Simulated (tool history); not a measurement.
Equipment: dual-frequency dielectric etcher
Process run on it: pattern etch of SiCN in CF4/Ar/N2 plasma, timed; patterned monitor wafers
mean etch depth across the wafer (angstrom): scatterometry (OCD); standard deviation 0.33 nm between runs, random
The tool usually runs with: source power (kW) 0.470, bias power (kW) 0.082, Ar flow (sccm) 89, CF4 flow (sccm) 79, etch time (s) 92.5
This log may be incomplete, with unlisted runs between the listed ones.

run	hour	source power (kW)	bias power (kW)	Ar flow (sccm)	CF4 flow (sccm)	etch time (s)	wafers since the last listed run	hours since the last wet clean	hours since the last source power generator calibration	hours since the last bias power generator calibration	hours since the last Ar flow controller change	hours since the last CF4 flow controller change	hours since the last upper electrode change	hours since the gauge calibration	read-back reference wafer on the same gauge, depth_nm	mean etch depth across the wafer (angstrom)
1	0.0	0.470	0.082	89	79	92.5	0	301.7	2076.5	1491.1	2282.7	6016.5	4388.1	2007.1	102.5	934
# hour 47.8: Ar flow controller replaced
2	78.5	0.470	0.082	89	79	92.5	607	380.2	2155.0	1569.6	30.7	6095.0	4466.6	2085.6	102.3	929
3	194.7	0.470	0.082	82	72	92.5	972	496.4	2271.2	1685.8	146.9	6211.2	4582.8	2201.8	102.4	923
# hour 237.7: wet clean of the chamber
4	256.3	0.590	0.082	89	91	82.5	314	18.6	2332.8	1747.4	208.5	6272.8	4644.4	2263.4	102.4	1051
5	345.0	0.380	0.082	73	79	92.5	742	107.3	2421.5	1836.1	297.2	6361.5	4733.1	2352.1	102.4	809
6	430.8	0.410	0.101	106	92	92.5	718	193.1	2507.3	1921.9	383.0	6447.3	4818.9	2437.9	102.5	885
# hour 438.2: CF4 flow controller replaced
# hour 480.1: gauge calibrated
7	536.7	0.360	0.082	72	65	92.5	836	299.0	2613.2	2027.8	488.9	98.5	4924.8	56.6	102.3	740
8	603.2	0.470	0.066	68	92	74.0	556	365.5	2679.7	2094.3	555.4	165.0	4991.3	123.1	102.3	752
9	719.0	0.470	0.082	89	79	92.5	969	481.3	2795.5	2210.1	671.2	280.8	5107.1	238.9	102.5	928
# hour 739.4: source power generator calibrated
10	769.7	0.470	0.082	76	79	105.0	390	532.0	30.3	2260.8	721.9	331.5	5157.8	289.6	102.4	1041
11	826.3	0.470	0.082	89	79	92.5	473	588.6	86.9	2317.4	778.5	388.1	5214.4	346.2	102.2	900
# hour 881.1: bias power generator calibrated
# hour 882.9: upper electrode replaced
12	883.4	0.350	0.082	89	79	65.5	428	645.7	144.0	2.3	835.6	445.2	0.5	403.3	102.3	493
# hour 921.9: wet clean of the chamber
13	922.4	0.470	0.082	100	79	119.0	125	0.5	183.0	41.3	874.6	484.2	39.5	442.3	102.4	1161
14	990.1	0.390	0.066	89	98	92.5	566	68.2	250.7	109.0	942.3	551.9	107.2	510.0	102.2	772
15	1074.6	0.470	0.063	89	87	92.5	707	152.7	335.2	193.5	1026.8	636.4	191.7	594.5	102.3	874
16	1139.3	0.470	0.069	89	79	112.0	541	217.4	399.9	258.2	1091.5	701.1	256.4	659.2	102.4	1060
17	1181.1	0.570	0.064	78	79	92.5	349	259.2	441.7	300.0	1133.3	742.9	298.2	701.0	102.3	1041
18	1226.1	0.470	0.082	89	79	105.5	376	304.2	486.7	345.0	1178.3	787.9	343.2	746.0	102.5	1041
19	1273.7	0.470	0.082	89	79	92.5	398	351.8	534.3	392.6	1225.9	835.5	390.8	793.6	102.5	908
# hour 1516.3: wet clean of the chamber
20	1518.4	0.470	0.096	89	63	92.5	1847	2.1	779.0	637.3	1470.6	1080.2	635.5	1038.3	102.4	926

Alternative continuations, all from the tool just after run 20; predict every row:
A	1518.8	0.470	0.082	76	79	92.5	3	2.5	779.4	637.7	1471.0	1080.6	635.9	1038.7	?	?
B	1518.8	0.470	0.092	68	79	92.5	3	2.5	779.4	637.7	1471.0	1080.6	635.9	1038.7	?	?
C	1518.8	0.470	0.082	97	88	92.5	3	2.5	779.4	637.7	1471.0	1080.6	635.9	1038.7	?	?
D	1518.8	0.470	0.082	89	79	78.0	3	2.5	779.4	637.7	1471.0	1080.6	635.9	1038.7	?	?
E	1518.8	0.470	0.082	89	73	92.5	3	2.5	779.4	637.7	1471.0	1080.6	635.9	1038.7	?	?

run	read-back reference wafer on the same gauge, depth_nm	mean etch depth across the wafer (angstrom)
A	102.4	957
B	102.4	1002
C	102.4	940
D	102.4	787
E	102.4	919
With no hidden state in the tool, these same runs would have given:
run	mean etch depth across the wafer (angstrom)
A	947
B	992
C	931
D	780
E	911

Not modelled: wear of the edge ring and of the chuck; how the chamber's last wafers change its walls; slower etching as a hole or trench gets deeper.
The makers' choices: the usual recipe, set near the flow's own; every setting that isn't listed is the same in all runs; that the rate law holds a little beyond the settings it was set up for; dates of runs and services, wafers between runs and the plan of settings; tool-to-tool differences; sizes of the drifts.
